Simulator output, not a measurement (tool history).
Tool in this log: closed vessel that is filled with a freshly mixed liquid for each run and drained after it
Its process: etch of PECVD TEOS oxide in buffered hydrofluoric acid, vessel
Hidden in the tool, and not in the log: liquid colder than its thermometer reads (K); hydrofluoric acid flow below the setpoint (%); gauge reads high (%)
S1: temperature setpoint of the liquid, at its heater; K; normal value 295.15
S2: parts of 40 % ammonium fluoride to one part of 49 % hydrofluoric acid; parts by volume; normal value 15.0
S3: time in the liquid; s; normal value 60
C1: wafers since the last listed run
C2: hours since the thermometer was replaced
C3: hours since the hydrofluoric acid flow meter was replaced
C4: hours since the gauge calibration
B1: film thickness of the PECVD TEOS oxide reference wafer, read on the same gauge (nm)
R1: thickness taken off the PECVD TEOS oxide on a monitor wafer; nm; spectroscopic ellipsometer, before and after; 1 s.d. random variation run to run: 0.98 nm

Run 1, hour 0.0: usual settings; C1 0; C2 1380.9; C3 1713.9; C4 448.9; B1 79.99. Result: R1 107.10 nm.
Run 2, hour 43.5: usual settings; C1 5194; C2 1424.4; C3 1757.4; C4 492.4; B1 79.99. Result: R1 109.35 nm.
Run 3, hour 100.2: usual settings; C1 6770; C2 1481.1; C3 1814.1; C4 549.1; B1 79.97. Result: R1 109.16 nm.
Run 4, hour 167.6: usual settings but S3 40 s; C1 8048; C2 1548.5; C3 1881.5; C4 616.5; B1 79.98. Result: R1 71.66 nm.
Run 5, hour 213.7: usual settings but S3 40 s; C1 5505; C2 1594.6; C3 1927.6; C4 662.6; B1 80.01. Result: R1 72.95 nm.
Run 6, hour 278.2: usual settings but S2 13.0 parts by volume; C1 7702; C2 1659.1; C3 1992.1; C4 727.1; B1 80.02. Result: R1 125.84 nm.
Run 7, hour 361.8: usual settings but S2 13.0 parts by volume; C1 9983; C2 1742.7; C3 2075.7; C4 810.7; B1 80.01. Result: R1 122.95 nm.
Run 8, hour 425.9: usual settings but S2 13.0 parts by volume; C1 7654; C2 1806.8; C3 2139.8; C4 874.8; B1 80.00. Result: R1 125.91 nm.
At hour 459.4: hydrofluoric acid flow meter replaced.
At hour 512.7: thermometer replaced.
Run 9, hour 528.1: usual settings; C1 11965; C2 15.4; C3 68.7; C4 977.0; B1 80.01. Result: R1 115.30 nm.
Run 10, hour 603.4: usual settings but S1 299.15 K, S3 40 s; C1 8991; C2 90.7; C3 144.0; C4 1052.3; B1 79.99. Result: R1 94.67 nm.
Run 11, hour 691.5: usual settings but S1 292.65 K, S2 17.5 parts by volume; C1 10520; C2 178.8; C3 232.1; C4 1140.4; B1 80.02. Result: R1 85.59 nm.
Run 12, hour 778.7: usual settings but S1 292.65 K, S2 17.5 parts by volume; C1 10413; C2 266.0; C3 319.3; C4 1227.6; B1 79.99. Result: R1 84.36 nm.
Run 13, hour 857.7: usual settings but S1 296.65 K, S2 12.5 parts by volume, S3 80 s; C1 9433; C2 345.0; C3 398.3; C4 1306.6; B1 79.98. Result: R1 198.81 nm.
Run 14, hour 928.3: usual settings; C1 8430; C2 415.6; C3 468.9; C4 1377.2; B1 80.02. Result: R1 114.30 nm.
At hour 969.1: gauge calibrated.
Run 15, hour 1001.2: usual settings but S2 11.0 parts by volume; C1 8705; C2 488.5; C3 541.8; C4 32.1; B1 79.98. Result: R1 152.79 nm.
Run 16, hour 1098.3: usual settings but S2 13.0 parts by volume; C1 11595; C2 585.6; C3 638.9; C4 129.2; B1 80.00. Result: R1 129.96 nm.
Run 17, hour 1179.1: usual settings but S1 299.15 K, S3 35 s; C1 9648; C2 666.4; C3 719.7; C4 210.0; B1 80.00. Result: R1 81.42 nm.
Run 18, hour 1273.2: usual settings but S1 296.65 K, S2 10.0 parts by volume; C1 11236; C2 760.5; C3 813.8; C4 304.1; B1 80.01. Result: R1 183.41 nm.

What if the next run were any one of these 4? Each begins from the tool's condition after run 18:
Run A, hour 1273.9: usual settings; C1 83; C2 761.2; C3 814.5; C4 304.8; B1 ?. Result: R1 ?.
Run B, hour 1273.9: usual settings but S2 13.5 parts by volume; C1 83; C2 761.2; C3 814.5; C4 304.8; B1 ?. Result: R1 ?.
Run C, hour 1273.9: usual settings but S1 297.65 K, S2 13.5 parts by volume, S3 70 s; C1 83; C2 761.2; C3 814.5; C4 304.8; B1 ?. Result: R1 ?.
Run D, hour 1273.9: usual settings but S2 19.5 parts by volume; C1 83; C2 761.2; C3 814.5; C4 304.8; B1 ?. Result: R1 ?.

run     B1      R1
  A  79.99  112.08
  B  79.99  124.30
  C  79.99  166.34
  D  79.99   86.72
With no hidden state in the tool, these same runs would have given:
run      R1
  A  115.74
  B  128.36
  C  171.77
  D   89.37

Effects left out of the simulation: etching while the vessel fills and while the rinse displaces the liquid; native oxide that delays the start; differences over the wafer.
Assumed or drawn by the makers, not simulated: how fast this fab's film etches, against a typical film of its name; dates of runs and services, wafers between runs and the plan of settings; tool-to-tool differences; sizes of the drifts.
